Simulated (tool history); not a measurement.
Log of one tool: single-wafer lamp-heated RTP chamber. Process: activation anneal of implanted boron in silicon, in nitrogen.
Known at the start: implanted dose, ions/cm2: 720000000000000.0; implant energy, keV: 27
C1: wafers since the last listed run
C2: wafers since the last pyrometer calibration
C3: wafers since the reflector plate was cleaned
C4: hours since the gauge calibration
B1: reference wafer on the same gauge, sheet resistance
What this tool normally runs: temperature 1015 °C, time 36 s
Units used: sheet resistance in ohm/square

Run 1, hour 0: usual settings; C1 0; C2 1067; C3 8110; C4 1063; B1 129.39. Result: sheet resistance 161.45 ohm/square.
Run 2, hour 41.7: usual settings but temperature 1026 °C; C1 391; C2 1458; C3 8502; C4 1104.7; B1 129.62. Result: sheet resistance 161.02 ohm/square.
Run 3, hour 73.2: usual settings but temperature 1007 °C; C1 295; C2 1754; C3 8797; C4 1136.2; B1 129.2. Result: sheet resistance 162.18 ohm/square.
Run 4, hour 129.6: usual settings but temperature 1007 °C; C1 529; C2 2283; C3 9326; C4 1192.6; B1 129.25. Result: sheet resistance 162.64 ohm/square.
Run 5, hour 201.5: usual settings but temperature 1007 °C; C1 674; C2 2957; C3 10001; C4 1264.5; B1 128.95. Result: sheet resistance 161.95 ohm/square.
Run 6, hour 227: usual settings but time 50 s; C1 239; C2 3197; C3 10240; C4 1290; B1 129.05. Result: sheet resistance 161.11 ohm/square.
At hour 255.7: pyrometer window cleaned and pyrometer calibrated.
Run 7, hour 259.7: usual settings but time 50 s; C1 231; C2 37; C3 10472; C4 1322.7; B1 128.65. Result: sheet resistance 160.11 ohm/square.
Run 8, hour 305.4: usual settings but temperature 997 °C; C1 428; C2 465; C3 10901; C4 1368.4; B1 128.73. Result: sheet resistance 164.54 ohm/square.
Run 9, hour 366.2: usual settings but temperature 997 °C; C1 570; C2 1036; C3 11471; C4 1429.2; B1 128.96. Result: sheet resistance 165.9 ohm/square.
Run 10, hour 392.1: usual settings but time 44 s; C1 242; C2 1279; C3 11714; C4 1455.1; B1 128.73. Result: sheet resistance 160.46 ohm/square.
Run 11, hour 423: usual settings but time 44 s; C1 289; C2 1569; C3 12004; C4 1486; B1 128.91. Result: sheet resistance 161.02 ohm/square.
Run 12, hour 461.6: usual settings but time 44 s; C1 362; C2 1931; C3 12366; C4 1524.6; B1 128.58. Result: sheet resistance 159.29 ohm/square.
Run 13, hour 524.4: usual settings but temperature 1027 °C, time 29 s; C1 589; C2 2520; C3 12955; C4 1587.4; B1 128.61. Result: sheet resistance 160.48 ohm/square.
Run 14, hour 564.9: usual settings but time 44 s; C1 379; C2 2900; C3 13335; C4 1627.9; B1 128.6. Result: sheet resistance 160.21 ohm/square.
Run 15, hour 593.1: usual settings but temperature 1031 °C, time 28 s; C1 264; C2 3165; C3 13600; C4 1656.1; B1 128.47. Result: sheet resistance 160.56 ohm/square.
At hour 635.6: gauge calibrated.
Run 16, hour 661.8: usual settings but time 17 s; C1 644; C2 3809; C3 14244; C4 26.2; B1 136.81. Result: sheet resistance 172.47 ohm/square.
Run 17, hour 686.2: usual settings but temperature 1032 °C, time 23 s; C1 228; C2 4038; C3 14473; C4 50.6; B1 136.3. Result: sheet resistance 168.13 ohm/square.
At hour 700.8: reflector plate cleaned.
At hour 732.6: pyrometer window cleaned and pyrometer calibrated.
Run 18, hour 749.9: usual settings but temperature 993 °C; C1 447; C2 162; C3 385; C4 114.3; B1 135.35. Result: sheet resistance 174.47 ohm/square.
Run 19, hour 792.3: usual settings but temperature 992 °C, time 21 s; C1 397; C2 559; C3 783; C4 156.7; B1 134.96. Result: sheet resistance 177.57 ohm/square.
Run 20, hour 844.4: usual settings but temperature 1037 °C, time 51 s; C1 488; C2 1048; C3 1272; C4 208.8; B1 134.67. Result: sheet resistance 164.59 ohm/square.
Run 21, hour 891.7: usual settings but temperature 997 °C; C1 443; C2 1492; C3 1716; C4 256.1; B1 134.42. Result: sheet resistance 171.03 ohm/square.
Run 22, hour 921.3: usual settings; C1 277; C2 1770; C3 1993; C4 285.7; B1 133.7. Result: sheet resistance 167.18 ohm/square.
Run 23, hour 958.6: usual settings but temperature 1037 °C, time 51 s; C1 349; C2 2120; C3 2343; C4 323; B1 133.4. Result: sheet resistance 164.67 ohm/square.
Run 24, hour 1025.7: usual settings but temperature 1044 °C, time 18 s; C1 629; C2 2749; C3 2973; C4 390.1; B1 132.94. Result: sheet resistance 163.94 ohm/square.
Run 25, hour 1078.9: usual settings but temperature 1032 °C; C1 499; C2 3248; C3 3472; C4 443.3; B1 132.97. Result: sheet resistance 162.8 ohm/square.
At hour 1115: pyrometer window cleaned and pyrometer calibrated.
Run 26, hour 1144.3: usual settings but temperature 1038 °C, time 24 s; C1 538; C2 275; C3 4011; C4 508.7; B1 132.05. Result: sheet resistance 162.78 ohm/square.
Run 27, hour 1214.7: usual settings but temperature 1000 °C, time 51 s; C1 660; C2 935; C3 4671; C4 579.1; B1 131.84. Result: sheet resistance 167.14 ohm/square.
Run 28, hour 1239.1: usual settings but time 19 s; C1 228; C2 1164; C3 4900; C4 603.5; B1 131.72. Result: sheet resistance 164.67 ohm/square.
Run 29, hour 1284.6: usual settings but temperature 1006 °C, time 49 s; C1 426; C2 1591; C3 5327; C4 649; B1 131.15. Result: sheet resistance 165.15 ohm/square.
Run 30, hour 1310.4: usual settings but temperature 996 °C, time 15 s; C1 242; C2 1833; C3 5569; C4 674.8; B1 131.37. Result: sheet resistance 173.92 ohm/square.
Run 31, hour 1343.2: usual settings but temperature 1033 °C, time 53 s; C1 307; C2 2141; C3 5877; C4 707.6; B1 130.97. Result: sheet resistance 162.16 ohm/square.
Run 32, hour 1369.6: usual settings but temperature 987 °C; C1 247; C2 2389; C3 6124; C4 734; B1 131.02. Result: sheet resistance 171.64 ohm/square.
Run 33, hour 1434.1: usual settings but time 42 s; C1 605; C2 2994; C3 6730; C4 798.5; B1 130.95. Result: sheet resistance 164.46 ohm/square.
Run 34, hour 1495.6: usual settings but temperature 1024 °C, time 29 s; C1 577; C2 3571; C3 7307; C4 860; B1 130.5. Result: sheet resistance 163.58 ohm/square.
Run 35, hour 1538.9: usual settings but temperature 1004 °C, time 49 s; C1 406; C2 3977; C3 7713; C4 903.3; B1 130.21. Result: sheet resistance 163.13 ohm/square.
At hour 1552.1: pyrometer window cleaned and pyrometer calibrated.
Run 36, hour 1600.6: usual settings but temperature 990 °C, time 46 s; C1 503; C2 455; C3 8217; C4 965; B1 130.44. Result: sheet resistance 168.64 ohm/square.

Run-by-run hidden state of the tool:
true wafer temperature minus pyrometer reading, K: 0 on each run
wafer temperature error from the tarnished reflector plate, K: 0 on each run
H1: gauge reads high (%)
run      H1
  1   -5.43
  2   -5.51
  3   -5.56
  4   -5.65
  5   -5.76
  6   -5.79
  7   -5.84
  8   -5.89
  9   -5.96
 10   -5.99
 11   -6.02
 12   -6.06
 13   -6.11
 14   -6.15
 15   -6.17
 16  -0.297
 17  -0.528
 18   -1.09
 19   -1.44
 20   -1.83
 21   -2.16
 22   -2.36
 23   -2.59
 24   -2.98
 25   -3.26
 26   -3.57
 27   -3.87
 28   -3.97
 29   -4.14
 30   -4.23
 31   -4.35
 32   -4.43
 33   -4.63
 34    -4.8
 35   -4.91
 36   -5.05
